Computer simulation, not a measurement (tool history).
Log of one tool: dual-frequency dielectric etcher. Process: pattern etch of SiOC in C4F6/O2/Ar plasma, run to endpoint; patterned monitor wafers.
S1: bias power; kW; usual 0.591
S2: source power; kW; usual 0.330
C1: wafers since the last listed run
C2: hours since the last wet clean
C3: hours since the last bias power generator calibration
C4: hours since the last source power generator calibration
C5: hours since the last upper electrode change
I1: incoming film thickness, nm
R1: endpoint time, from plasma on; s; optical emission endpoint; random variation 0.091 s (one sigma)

{"run": 1, "hour": 0.0, "S1": 0.591, "S2": 0.33, "C1": 0, "C2": 85.7, "C3": 1985.6, "C4": 2153.6, "C5": 3930.0, "I1": 51.0, "R1": 17.6}
{"run": 2, "hour": 22.3, "S1": 0.591, "S2": 0.33, "C1": 349, "C2": 108.0, "C3": 2007.9, "C4": 2175.9, "C5": 3952.3, "I1": 51.4, "R1": 17.7}
{"run": 3, "hour": 56.1, "S1": 0.591, "S2": 0.33, "C1": 529, "C2": 141.8, "C3": 2041.7, "C4": 2209.7, "C5": 3986.1, "I1": 51.2, "R1": 17.7}
{"run": 4, "hour": 75.2, "S1": 0.591, "S2": 0.33, "C1": 299, "C2": 160.9, "C3": 2060.8, "C4": 2228.8, "C5": 4005.2, "I1": 51.4, "R1": 17.7}
{"run": 5, "hour": 91.8, "S1": 0.591, "S2": 0.29, "C1": 260, "C2": 177.5, "C3": 2077.4, "C4": 2245.4, "C5": 4021.8, "I1": 51.7, "R1": 18.6}
{"run": 6, "hour": 111.7, "S1": 0.591, "S2": 0.29, "C1": 311, "C2": 197.4, "C3": 2097.3, "C4": 2265.3, "C5": 4041.7, "I1": 51.2, "R1": 18.4}
{"run": 7, "hour": 144.2, "S1": 0.591, "S2": 0.29, "C1": 509, "C2": 229.9, "C3": 2129.8, "C4": 2297.8, "C5": 4074.2, "I1": 51.5, "R1": 18.4}
{"run": 8, "hour": 165.8, "S1": 0.591, "S2": 0.33, "C1": 338, "C2": 251.5, "C3": 2151.4, "C4": 2319.4, "C5": 4095.8, "I1": 51.7, "R1": 18.1}
{"hour": 269.3, "done": "wet clean of the chamber"}
{"run": 9, "hour": 269.8, "S1": 0.591, "S2": 0.33, "C1": 1253, "C2": 0.5, "C3": 2255.4, "C4": 2423.4, "C5": 4199.8, "I1": 51.0, "R1": 17.6}
{"run": 10, "hour": 280.5, "S1": 0.591, "S2": 0.33, "C1": 167, "C2": 11.2, "C3": 2266.1, "C4": 2434.1, "C5": 4210.5, "I1": 51.8, "R1": 17.8}
{"run": 11, "hour": 310.1, "S1": 0.591, "S2": 0.33, "C1": 463, "C2": 40.8, "C3": 2295.7, "C4": 2463.7, "C5": 4240.1, "I1": 50.9, "R1": 17.5}
{"run": 12, "hour": 346.6, "S1": 0.477, "S2": 0.33, "C1": 571, "C2": 77.3, "C3": 2332.2, "C4": 2500.2, "C5": 4276.6, "I1": 51.7, "R1": 19.3}
{"run": 13, "hour": 450.0, "S1": 0.727, "S2": 0.39, "C1": 1620, "C2": 180.7, "C3": 2435.6, "C4": 2603.6, "C5": 4380.0, "I1": 51.1, "R1": 16.0}
{"run": 14, "hour": 465.9, "S1": 0.666, "S2": 0.3, "C1": 249, "C2": 196.6, "C3": 2451.5, "C4": 2619.5, "C5": 4395.9, "I1": 51.3, "R1": 17.5}
{"hour": 495.7, "done": "upper electrode replaced"}
{"run": 15, "hour": 496.2, "S1": 0.591, "S2": 0.33, "C1": 98, "C2": 226.9, "C3": 2481.8, "C4": 2649.8, "C5": 0.5, "I1": 50.9, "R1": 17.8}
{"run": 16, "hour": 496.5, "S1": 0.591, "S2": 0.33, "C1": 4, "C2": 227.2, "C3": 2482.1, "C4": 2650.1, "C5": 0.8, "I1": 51.3, "R1": 18.0}
{"run": 17, "hour": 516.6, "S1": 0.688, "S2": 0.26, "C1": 314, "C2": 247.3, "C3": 2502.2, "C4": 2670.2, "C5": 20.9, "I1": 51.6, "R1": 18.2}
{"hour": 539.3, "done": "source power generator calibrated"}
{"hour": 555.8, "done": "bias power generator calibrated"}
{"run": 18, "hour": 586.9, "S1": 0.64, "S2": 0.27, "C1": 976, "C2": 317.6, "C3": 31.1, "C4": 47.6, "C5": 91.2, "I1": 51.3, "R1": 18.1}
{"run": 19, "hour": 609.2, "S1": 0.591, "S2": 0.33, "C1": 349, "C2": 339.9, "C3": 53.4, "C4": 69.9, "C5": 113.5, "I1": 51.7, "R1": 18.1}
{"run": 20, "hour": 633.3, "S1": 0.591, "S2": 0.33, "C1": 377, "C2": 364.0, "C3": 77.5, "C4": 94.0, "C5": 137.6, "I1": 51.4, "R1": 18.0}
{"hour": 672.3, "done": "wet clean of the chamber"}
{"run": 21, "hour": 672.8, "S1": 0.591, "S2": 0.33, "C1": 242, "C2": 0.5, "C3": 117.0, "C4": 133.5, "C5": 177.1, "I1": 50.8, "R1": 17.3}
{"run": 22, "hour": 681.5, "S1": 0.5, "S2": 0.36, "C1": 136, "C2": 9.2, "C3": 125.7, "C4": 142.2, "C5": 185.8, "I1": 51.6, "R1": 18.2}
{"run": 23, "hour": 714.0, "S1": 0.626, "S2": 0.33, "C1": 509, "C2": 41.7, "C3": 158.2, "C4": 174.7, "C5": 218.3, "I1": 51.0, "R1": 17.2}
{"run": 24, "hour": 731.2, "S1": 0.505, "S2": 0.33, "C1": 269, "C2": 58.9, "C3": 175.4, "C4": 191.9, "C5": 235.5, "I1": 51.8, "R1": 18.7}
{"run": 25, "hour": 767.0, "S1": 0.521, "S2": 0.38, "C1": 560, "C2": 94.7, "C3": 211.2, "C4": 227.7, "C5": 271.3, "I1": 51.7, "R1": 18.0}
{"run": 26, "hour": 785.5, "S1": 0.445, "S2": 0.33, "C1": 289, "C2": 113.2, "C3": 229.7, "C4": 246.2, "C5": 289.8, "I1": 51.7, "R1": 19.5}
{"run": 27, "hour": 816.3, "S1": 0.733, "S2": 0.31, "C1": 482, "C2": 144.0, "C3": 260.5, "C4": 277.0, "C5": 320.6, "I1": 51.7, "R1": 16.9}
{"run": 28, "hour": 850.3, "S1": 0.695, "S2": 0.25, "C1": 532, "C2": 178.0, "C3": 294.5, "C4": 311.0, "C5": 354.6, "I1": 51.8, "R1": 18.0}
{"run": 29, "hour": 881.1, "S1": 0.689, "S2": 0.33, "C1": 482, "C2": 208.8, "C3": 325.3, "C4": 341.8, "C5": 385.4, "I1": 51.1, "R1": 16.9}
{"run": 30, "hour": 902.1, "S1": 0.534, "S2": 0.36, "C1": 329, "C2": 229.8, "C3": 346.3, "C4": 362.8, "C5": 406.4, "I1": 51.0, "R1": 17.8}
{"run": 31, "hour": 931.7, "S1": 0.682, "S2": 0.36, "C1": 463, "C2": 259.4, "C3": 375.9, "C4": 392.4, "C5": 436.0, "I1": 52.1, "R1": 16.9}
{"run": 32, "hour": 952.9, "S1": 0.482, "S2": 0.37, "C1": 332, "C2": 280.6, "C3": 397.1, "C4": 413.6, "C5": 457.2, "I1": 51.7, "R1": 18.6}
{"run": 33, "hour": 976.4, "S1": 0.454, "S2": 0.29, "C1": 368, "C2": 304.1, "C3": 420.6, "C4": 437.1, "C5": 480.7, "I1": 51.8, "R1": 20.2}
{"run": 34, "hour": 1006.0, "S1": 0.705, "S2": 0.27, "C1": 463, "C2": 333.7, "C3": 450.2, "C4": 466.7, "C5": 510.3, "I1": 51.4, "R1": 17.8}
{"run": 35, "hour": 1028.1, "S1": 0.465, "S2": 0.36, "C1": 346, "C2": 355.8, "C3": 472.3, "C4": 488.8, "C5": 532.4, "I1": 51.6, "R1": 19.0}

What the log doesn't show, run by run:
bias power that arrives over what is set, %: 0 in every run
source power that arrives over what is set, %: 0 in every run
H1: etch rate over this chamber's usual, %
run=1 H1=-0.413
run=2 H1=-0.537
run=3 H1=-0.725
run=4 H1=-0.831
run=5 H1=-0.923
run=6 H1=-1.03
run=7 H1=-1.21
run=8 H1=-1.33
run=9 H1=-0.221
run=10 H1=-0.28
run=11 H1=-0.445
run=12 H1=-0.648
run=13 H1=-1.22
run=14 H1=-1.31
run=15 H1=-1.48
run=16 H1=-1.48
run=17 H1=-1.59
run=18 H1=-1.98
run=19 H1=-2.11
run=20 H1=-2.24
run=21 H1=0.211
run=22 H1=0.163
run=23 H1=-0.018
run=24 H1=-0.114
run=25 H1=-0.313
run=26 H1=-0.416
run=27 H1=-0.587
run=28 H1=-0.776
run=29 H1=-0.947
run=30 H1=-1.06
run=31 H1=-1.23
run=32 H1=-1.35
run=33 H1=-1.48
run=34 H1=-1.64
run=35 H1=-1.76

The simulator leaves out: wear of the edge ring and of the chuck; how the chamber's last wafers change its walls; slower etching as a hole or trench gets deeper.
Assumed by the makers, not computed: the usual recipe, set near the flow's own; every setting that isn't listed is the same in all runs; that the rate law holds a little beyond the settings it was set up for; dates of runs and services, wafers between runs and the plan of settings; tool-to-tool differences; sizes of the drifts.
